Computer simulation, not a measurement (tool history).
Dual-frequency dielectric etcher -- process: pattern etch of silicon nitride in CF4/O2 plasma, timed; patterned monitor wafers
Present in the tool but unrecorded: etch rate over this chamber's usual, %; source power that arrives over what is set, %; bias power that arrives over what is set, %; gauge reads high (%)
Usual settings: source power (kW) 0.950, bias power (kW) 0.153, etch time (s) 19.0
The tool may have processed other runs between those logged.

run	hour	source power (kW)	bias power (kW)	etch time (s)	wafers since the last listed run	hours since the last wet clean	hours since the last source power generator calibration	hours since the last bias power generator calibration	hours since the last upper electrode change	hours since the gauge calibration	read-back reference wafer on the same gauge, depth_nm	mean etch depth across the wafer (nm)
1	0.0	0.950	0.153	19.0	0	27.4	2378.7	3179.8	2542.4	142.8	68.1	65.8
2	23.8	0.950	0.162	19.0	451	51.2	2402.5	3203.6	2566.2	166.6	68.1	67.8
3	42.5	0.950	0.162	19.0	354	69.9	2421.2	3222.3	2584.9	185.3	68.1	67.7
4	71.2	0.950	0.153	19.0	544	98.6	2449.9	3251.0	2613.6	214.0	68.1	66.1
5	92.5	0.950	0.153	19.0	404	119.9	2471.2	3272.3	2634.9	235.3	68.1	66.1
6	113.2	1.070	0.153	19.0	392	140.6	2491.9	3293.0	2655.6	256.0	68.1	70.6
7	135.6	1.070	0.153	19.0	425	163.0	2514.3	3315.4	2678.0	278.4	68.1	70.5
8	189.3	1.070	0.153	19.0	1019	216.7	2568.0	3369.1	2731.7	332.1	68.1	70.7
9	205.0	0.950	0.153	17.5	297	232.4	2583.7	3384.8	2747.4	347.8	68.1	61.0
10	226.1	0.950	0.153	19.0	400	253.5	2604.8	3405.9	2768.5	368.9	68.1	66.1
11	245.5	0.950	0.153	19.0	368	272.9	2624.2	3425.3	2787.9	388.3	68.1	66.2
12	259.0	0.950	0.153	19.0	256	286.4	2637.7	3438.8	2801.4	401.8	68.1	66.4
13	283.7	0.950	0.153	19.0	468	311.1	2662.4	3463.5	2826.1	426.5	68.1	66.5
14	299.3	0.950	0.153	19.0	296	326.7	2678.0	3479.1	2841.7	442.1	68.1	66.5
# hour 338.1: bias power generator calibrated
# hour 346.2: upper electrode replaced
15	346.7	0.950	0.173	16.5	669	374.1	2725.4	8.6	0.5	489.5	68.1	60.8
16	359.2	0.950	0.153	19.0	237	386.6	2737.9	21.1	13.0	502.0	68.1	66.4
# hour 364.0: source power generator calibrated
17	381.4	0.850	0.129	24.0	345	408.8	17.4	43.3	35.2	524.2	68.1	71.6
18	465.3	1.040	0.168	15.0	1592	492.7	101.3	127.2	119.1	608.1	68.1	56.1
# hour 505.2: wet clean of the chamber
19	530.5	0.740	0.153	24.0	782	25.3	166.5	192.4	184.3	673.3	68.1	71.5
20	561.4	0.950	0.168	14.0	586	56.2	197.4	223.3	215.2	704.2	68.1	49.6
# hour 568.7: gauge calibrated
21	586.3	0.950	0.121	15.0	472	81.1	222.3	248.2	240.1	17.6	68.1	46.1
22	609.0	0.950	0.153	19.0	430	103.8	245.0	270.9	262.8	40.3	68.1	64.7
23	626.9	0.950	0.122	23.5	339	121.7	262.9	288.8	280.7	58.2	68.1	72.5
24	643.9	1.010	0.153	15.0	322	138.7	279.9	305.8	297.7	75.2	68.1	52.9
25	676.8	0.810	0.167	19.0	624	171.6	312.8	338.7	330.6	108.1	68.1	62.1
26	689.6	1.150	0.123	19.0	242	184.4	325.6	351.5	343.4	120.9	68.1	65.8
27	724.6	0.880	0.186	24.0	664	219.4	360.6	386.5	378.4	155.9	68.1	85.7

Hidden state, per run?
bias power that arrives over what is set, %: 0 on each run
gauge reads high (%): 0 on each run
H1: etch rate over this chamber's usual, %
H2: source power that arrives over what is set, %
run	H1	H2
1	0.119	5.11
2	0.16	5.12
3	0.192	5.13
4	0.24	5.14
5	0.276	5.15
6	0.312	5.16
7	0.35	5.17
8	0.441	5.19
9	0.468	5.2
10	0.503	5.21
11	0.536	5.22
12	0.559	5.22
13	0.601	5.23
14	0.628	5.24
15	0.708	5.25
16	0.729	5.26
17	0.767	0.0124
18	0.91	0.42
19	0.0729	0.714
20	0.125	0.848
21	0.168	0.952
22	0.206	1.04
23	0.237	1.12
24	0.266	1.18
25	0.321	1.31
26	0.343	1.36
27	0.403	1.49
